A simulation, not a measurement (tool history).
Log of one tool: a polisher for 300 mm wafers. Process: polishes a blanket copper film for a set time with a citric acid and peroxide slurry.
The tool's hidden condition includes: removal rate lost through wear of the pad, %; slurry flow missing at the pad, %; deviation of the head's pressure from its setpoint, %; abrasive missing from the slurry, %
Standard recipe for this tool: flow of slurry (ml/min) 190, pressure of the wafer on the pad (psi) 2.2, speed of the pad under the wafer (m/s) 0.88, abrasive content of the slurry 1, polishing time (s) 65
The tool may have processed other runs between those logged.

run	hour	flow of slurry (ml/min)	pressure of the wafer on the pad (psi)	speed of the pad under the wafer (m/s)	abrasive content of the slurry	polishing time (s)	wafers since the last listed run	wafers polished on this pad	hours since the slurry nozzle was cleaned	hours since the head pressure was calibrated	hours since the slurry blender was calibrated	incoming thickness of the incoming film, nm	film removed (nm)
1	0	190	2.2	1.08	1	65	0	1542	756.3	925.3	329.8	520.9	123.8
2	13.5	190	2.2	0.88	1.15	65	119	1662	769.8	938.8	343.3	522.7	108.4
3	93.9	190	2.2	0.88	1.15	65	711	2373	850.2	1019.2	423.7	539.7	108.4
# hour 104.1: worn pad replaced by a new one
4	107.4	190	2.2	0.88	1.15	65	84	29	863.7	1032.7	437.2	522.8	105.5
# hour 121: slurry nozzle cleaned
5	132.1	145	2.2	0.88	1	65	209	239	11.1	1057.4	461.9	535	98.9
# hour 151.1: slurry blender recalibrated
6	166.9	190	2.2	0.88	1	65	290	529	45.9	1092.2	15.8	521.9	113.2
7	180.9	190	2.2	0.88	1	65	123	653	59.9	1106.2	29.8	530.8	112.2
8	208	190	2.2	0.88	1.15	73	239	893	87	1133.3	56.9	525.6	129.8
9	239.3	130	2.8	0.88	1	58	277	1170	118.3	1164.6	88.2	525.7	114.3
# hour 263.1: head pressure recalibrated
10	263.6	225	2.2	0.74	1.25	65	197	1367	142.6	0.5	112.5	532.7	97.4
11	288.4	190	2.2	0.78	1	65	219	1587	167.4	25.3	137.3	527.4	92.7
12	313.2	190	2.2	0.88	1	65	219	1806	192.2	50.1	162.1	524.5	101.7
13	341.7	140	2.2	0.96	1.15	65	252	2059	220.7	78.6	190.6	527.9	107.6
14	363.8	210	2.2	0.88	1	42	195	2254	242.8	100.7	212.7	530.7	64.8
# hour 369.5: worn pad replaced by a new one
15	389.2	190	2.2	0.88	1	65	189	174	268.2	126.1	238.1	525.3	99.6
16	422.4	210	2.2	0.88	1	59	293	468	301.4	159.3	271.3	529.3	92.5
17	450.4	250	2.2	0.88	1	65	247	716	329.4	187.3	299.3	528.3	100.9
18	480.6	190	2.9	0.88	1	65	267	983	359.6	217.5	329.5	533.6	131.5
19	492.7	190	2.2	0.88	1	65	107	1090	371.7	229.6	341.6	536.3	99.2
20	520.5	190	2.9	0.88	0.7	65	246	1336	399.5	257.4	369.4	535.6	115.2
21	553.8	190	2.2	0.88	1	65	294	1631	432.8	290.7	402.7	527.8	99.5
22	577.8	145	2.2	0.98	0.85	65	212	1843	456.8	314.7	426.7	529	97.5
23	607.6	215	2.8	1.04	1	65	263	2107	486.6	344.5	456.5	528.3	143.4
24	628.6	190	2.2	1.18	1.15	75	185	2293	507.6	365.5	477.5	524.4	150.8
25	643	190	1.8	1.04	1	56	127	2420	522	379.9	491.9	527.7	81.6
# hour 652: worn pad replaced by a new one
26	668.6	190	2.2	0.88	0.75	75	191	146	547.6	405.5	517.5	530.8	101.8
# hour 684.5: slurry blender recalibrated
27	690.1	230	2.9	0.88	1	65	172	319	569.1	427	5.6	529.2	145.3
28	707.2	135	2.6	0.66	1	65	151	470	586.2	444.1	22.7	529.3	93
29	734.3	190	2.2	0.88	1	65	239	710	613.3	471.2	49.8	522.2	107.1
30	765.7	190	2.2	0.88	1	65	277	988	644.7	502.6	81.2	538.2	106.2
31	778.1	190	2.2	1.16	1	79	109	1098	657.1	515	93.6	524.5	164.6

Each row is a separate what-if for the run after 31, all from the same tool condition, not one after another. Results?
A	778.5	190	2.2	0.76	1	65	3	1101	657.5	515.4	94	524.7	?
B	778.5	245	2.2	0.88	1	65	3	1101	657.5	515.4	94	524.7	?
C	778.5	190	2.7	0.88	1	65	3	1101	657.5	515.4	94	524.7	?

run	film removed (nm)
A	92.4
B	108.3
C	127.6
Without the tool's unlogged condition, the same runs would have read:
run	film removed (nm)
A	94.8
B	111
C	130.8
